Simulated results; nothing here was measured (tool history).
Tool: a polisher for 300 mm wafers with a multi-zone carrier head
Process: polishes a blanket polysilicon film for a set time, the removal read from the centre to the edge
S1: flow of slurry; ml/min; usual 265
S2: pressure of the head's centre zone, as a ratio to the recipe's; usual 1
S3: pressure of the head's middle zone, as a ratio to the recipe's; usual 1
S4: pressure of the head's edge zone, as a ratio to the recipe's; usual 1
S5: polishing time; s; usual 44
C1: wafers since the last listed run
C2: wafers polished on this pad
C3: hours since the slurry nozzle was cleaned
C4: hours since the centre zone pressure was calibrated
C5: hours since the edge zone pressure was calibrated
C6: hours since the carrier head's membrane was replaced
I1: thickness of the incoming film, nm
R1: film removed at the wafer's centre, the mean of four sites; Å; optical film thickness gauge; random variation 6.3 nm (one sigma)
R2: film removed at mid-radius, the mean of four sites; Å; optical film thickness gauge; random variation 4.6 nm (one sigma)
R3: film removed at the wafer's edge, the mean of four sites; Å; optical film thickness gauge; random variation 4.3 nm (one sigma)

run	hour	S1	S2	S3	S4	S5	C1	C2	C3	C4	C5	C6	I1	R1	R2	R3
1	0	265	1	1	1	44	0	1272	313.1	95.5	476.6	1400.5	1354.6	4028	4014	4118
2	34.5	265	1	1	1	44	264	1537	347.6	130	511.1	1435	1336.1	3951	3982	4146
3	62.2	265	1	1	1	44	212	1750	375.3	157.7	538.8	1462.7	1363.5	3859	3902	4064
4	117.6	265	1	1	1	56	425	2175	430.7	213.1	594.2	1518.1	1356.4	4884	4894	4990
# hour 136: edge zone pressure recalibrated
5	156.2	265	1	1	1	47	281	2456	469.3	251.7	20.2	1556.7	1352.9	3970	4121	4197
# hour 200.2: worn pad replaced by a new one
6	209.2	265	1	1	0.97	44	376	69	522.3	304.7	73.2	1609.7	1343.6	4183	4271	4255
# hour 226: carrier head's membrane replaced by a new one
7	269.2	305	1	1	1	36	422	491	582.3	364.7	133.2	43.2	1343.2	3427	3464	3507
8	320.6	265	1	1	1	44	394	886	633.7	416.1	184.6	94.6	1361.6	4017	4139	4203
9	382.7	265	0.9	1	1	44	476	1363	695.8	478.2	246.7	156.7	1366.6	3500	4055	4050
# hour 417.1: slurry nozzle cleaned
10	418.6	235	1	1	1	44	268	1631	1.5	514.1	282.6	192.6	1336.9	3800	3884	4064
11	444.3	265	1	1	1.03	44	197	1828	27.2	539.8	308.3	218.3	1325.6	3729	3889	4060
12	488.9	265	1	0.94	1	44	342	2171	71.8	584.4	352.9	262.9	1330.5	3740	3662	3870
# hour 532: worn pad replaced by a new one
13	558.4	295	1.1	1	1	44	503	202	141.3	653.9	422.4	332.4	1340	4537	4340	4335
14	592.4	265	1	1	1	44	261	463	175.3	687.9	456.4	366.4	1347	4225	4213	4289
# hour 629.6: centre zone pressure recalibrated
# hour 707.1: edge zone pressure recalibrated
15	782	235	1.06	1.03	1	44	1425	1889	364.9	152.4	74.9	556	1352	4053	4066	4002
16	816.7	355	1.08	1	0.9	36	266	2155	399.6	187.1	109.6	590.7	1347.6	3575	3223	3214
17	881.2	265	1	1	1	44	495	2651	464.1	251.6	174.1	655.2	1371.2	3816	3785	3869
# hour 923.8: worn pad replaced by a new one
18	931.3	265	1	1	1	44	354	57	514.2	301.7	224.2	705.3	1372	4290	4324	4311
19	983.7	345	1	1	1.07	57	402	459	566.6	354.1	276.6	757.7	1364.7	5356	5472	5855
# hour 1023.9: slurry nozzle cleaned
20	1032.3	265	1	1	1.1	36	365	825	8.4	402.7	325.2	806.3	1361.2	3323	3353	3588
21	1069.7	225	0.91	1.11	0.96	44	287	1112	45.8	440.1	362.6	843.7	1352.1	3579	4415	4012

5 ways to go on from here, each from the tool as it stands after run 21. What would each give?
A	1070.1	265	1	1	1	44	3	1115	46.2	440.5	363	844.1	1349.3	?	?	?
B	1070.1	265	0.89	1.06	1	51	3	1115	46.2	440.5	363	844.1	1349.3	?	?	?
C	1070.1	225	0.93	1	1.04	37	3	1115	46.2	440.5	363	844.1	1349.3	?	?	?
D	1070.1	265	1.03	1	1	44	3	1115	46.2	440.5	363	844.1	1349.3	?	?	?
E	1070.1	265	1.06	1	0.89	51	3	1115	46.2	440.5	363	844.1	1349.3	?	?	?

run	R1	R2	R3
A	3990	4104	4161
B	4114	5001	4819
C	3076	3410	3533
D	4111	4104	4161
E	4905	4757	4566
Without the tool's hidden state the same runs would have given:
run	R1	R2	R3
A	4194	4314	4373
B	4324	5256	5064
C	3233	3584	3713
D	4320	4313	4373
E	5155	4999	4799

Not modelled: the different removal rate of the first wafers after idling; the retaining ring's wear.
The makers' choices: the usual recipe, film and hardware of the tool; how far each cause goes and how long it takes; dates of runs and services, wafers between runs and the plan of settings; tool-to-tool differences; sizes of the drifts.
